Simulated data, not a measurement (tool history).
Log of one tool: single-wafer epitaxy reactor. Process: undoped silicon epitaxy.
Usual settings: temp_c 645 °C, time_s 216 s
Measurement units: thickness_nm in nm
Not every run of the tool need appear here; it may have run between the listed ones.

run	day	temp_c	time_s	read-back reference wafer on the same gauge, thickness_nm	thickness_nm
1	0.000	654	216	29.458	37.577
2	3.600	645	216	29.484	29.956
3	7.908	645	216	29.513	29.897
4	9.612	645	216	29.500	29.989
5	14.654	645	216	29.499	29.790
6	18.321	654	192	29.452	33.197
7	22.596	654	192	29.499	33.083
# day 25.133: pyrometer calibrated
8	26.550	636	194	29.490	21.652
9	29.196	636	194	29.519	21.668
# day 39.004: gauge calibrated
10	40.675	660	229	29.553	46.221
11	44.654	634	230	29.482	24.249
12	46.488	645	216	29.532	29.975
13	48.850	634	233	29.475	24.449
14	53.162	645	216	29.482	29.989
15	57.071	658	216	29.481	41.158
16	59.283	636	216	29.518	23.724
# day 61.812: pyrometer calibrated
17	62.758	645	216	29.502	30.233
18	67.012	638	174	29.535	20.356
19	72.958	638	216	29.472	25.169

Below are 3 alternative next runs, each starting from the tool's condition after run 19. Predict each:
A	72.979	645	216	?	?
B	72.979	631	199	?	?
C	72.979	658	193	?	?

run	read-back reference wafer on the same gauge, thickness_nm	thickness_nm
A	29.525	30.051
B	29.525	19.355
C	29.525	37.030
With no hidden state in the tool, these same runs would have given:
run	thickness_nm
A	30.229
B	19.474
C	37.243

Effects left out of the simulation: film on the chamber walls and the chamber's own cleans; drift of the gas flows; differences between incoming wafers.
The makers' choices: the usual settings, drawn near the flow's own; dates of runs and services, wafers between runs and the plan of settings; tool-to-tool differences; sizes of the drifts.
